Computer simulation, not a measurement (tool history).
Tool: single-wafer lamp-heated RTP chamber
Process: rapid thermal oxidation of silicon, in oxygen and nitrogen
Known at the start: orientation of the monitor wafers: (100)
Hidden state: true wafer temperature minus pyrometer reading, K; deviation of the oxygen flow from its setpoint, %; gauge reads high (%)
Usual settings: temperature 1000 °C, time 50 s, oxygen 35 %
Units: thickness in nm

run,hour,temperature,time,oxygen,wafers since the last listed run,wafers since the last pyrometer calibration,hours since the oxygen flow controller was replaced,hours since the gauge calibration,"read-back reference wafer on the same gauge, thickness",thickness
1,0,1000,50,35,0,4642,3064.4,102.9,4.042,3.524
2,13.4,1000,50,35,126,4769,3077.8,116.3,4.041,3.535
3,27.4,993,50,35,132,4901,3091.8,130.3,4.042,3.388
4,39.1,993,50,35,110,5012,3103.5,142,4.04,3.386
5,50.2,1000,50,35,105,5117,3114.6,153.1,4.043,3.52
6,59,1000,50,35,83,5200,3123.4,161.9,4.039,3.536
7,69.8,1000,50,35,102,5302,3134.2,172.7,4.041,3.532
8,81.3,1000,50,35,108,5411,3145.7,184.2,4.041,3.535
9,97.6,1000,50,35,154,5565,3162,200.5,4.041,3.538
10,114.2,1000,58,35,157,5722,3178.6,217.1,4.038,3.753
11,121.3,1000,58,35,67,5789,3185.7,224.2,4.04,3.746
12,134.6,1000,50,35,125,5915,3199,237.5,4.04,3.527
13,143.6,1000,50,35,85,6000,3208,246.5,4.04,3.54
14,159.4,1000,50,35,149,6150,3223.8,262.3,4.039,3.533
15,167.5,1000,50,35,76,6227,3231.9,270.4,4.038,3.534
16,177.9,1000,50,35,98,6325,3242.3,280.8,4.04,3.535
17,195.8,985,50,18,169,6494,3260.2,298.7,4.041,2.741
# hour 196.3: gauge calibrated
18,202.1,1000,50,35,59,6554,3266.5,5.8,4.041,3.524
19,209.5,1015,65,19,70,6624,3273.9,13.2,4.039,3.59
20,223.3,1000,64,35,130,6754,3287.7,27,4.041,3.9
21,234.9,1000,67,20,109,6864,3299.3,38.6,4.039,3.365
22,246.7,1000,50,35,111,6976,3311.1,50.4,4.038,3.544
23,253.1,1019,67,17,60,7036,3317.5,56.8,4.038,3.58
24,264.7,1029,50,35,109,7146,3329.1,68.4,4.04,4.259
# hour 274.5: pyrometer window cleaned and pyrometer calibrated
25,295,1008,37,35,210,193,3359.4,98.7,4.04,3.273
# hour 303.6: oxygen flow controller replaced
26,304.1,1026,57,62,10,204,0.5,107.8,4.039,5.301
27,318.9,1000,50,35,140,344,15.3,122.6,4.04,3.491
28,335.2,1000,50,35,154,498,31.6,138.9,4.038,3.501
29,358.4,1000,65,35,219,718,54.8,162.1,4.039,3.887
30,400.9,982,29,35,402,1120,97.3,204.6,4.038,2.633
31,408.7,1023,50,35,73,1193,105.1,212.4,4.041,4.065
32,418.7,1000,50,35,94,1288,115.1,222.4,4.04,3.513
33,427.5,1000,33,25,83,1371,123.9,231.2,4.043,2.765
34,442,983,60,17,137,1508,138.4,245.7,4.039,2.817
# hour 453.6: gauge calibrated
35,456.4,987,33,45,136,1645,152.8,2.8,4.039,2.989
36,465.5,1000,74,35,86,1731,161.9,11.9,4.039,4.103
37,480.9,1015,65,19,145,1876,177.3,27.3,4.041,3.558

Forecast each of these 5 alternatives for the next run:
A,481.3,1000,50,35,3,1880,177.7,27.7,?,?
B,481.3,979,75,46,3,1880,177.7,27.7,?,?
C,481.3,988,57,49,3,1880,177.7,27.7,?,?
D,481.3,1000,50,18,3,1880,177.7,27.7,?,?
E,481.3,1000,70,17,3,1880,177.7,27.7,?,?

run,"read-back reference wafer on the same gauge, thickness",thickness
A,4.039,3.519
B,4.039,3.917
C,4.039,3.799
D,4.039,2.938
E,4.039,3.253
Without the tool's hidden state the same runs would have given:
run,thickness
A,3.495
B,3.888
C,3.771
D,2.922
E,3.233
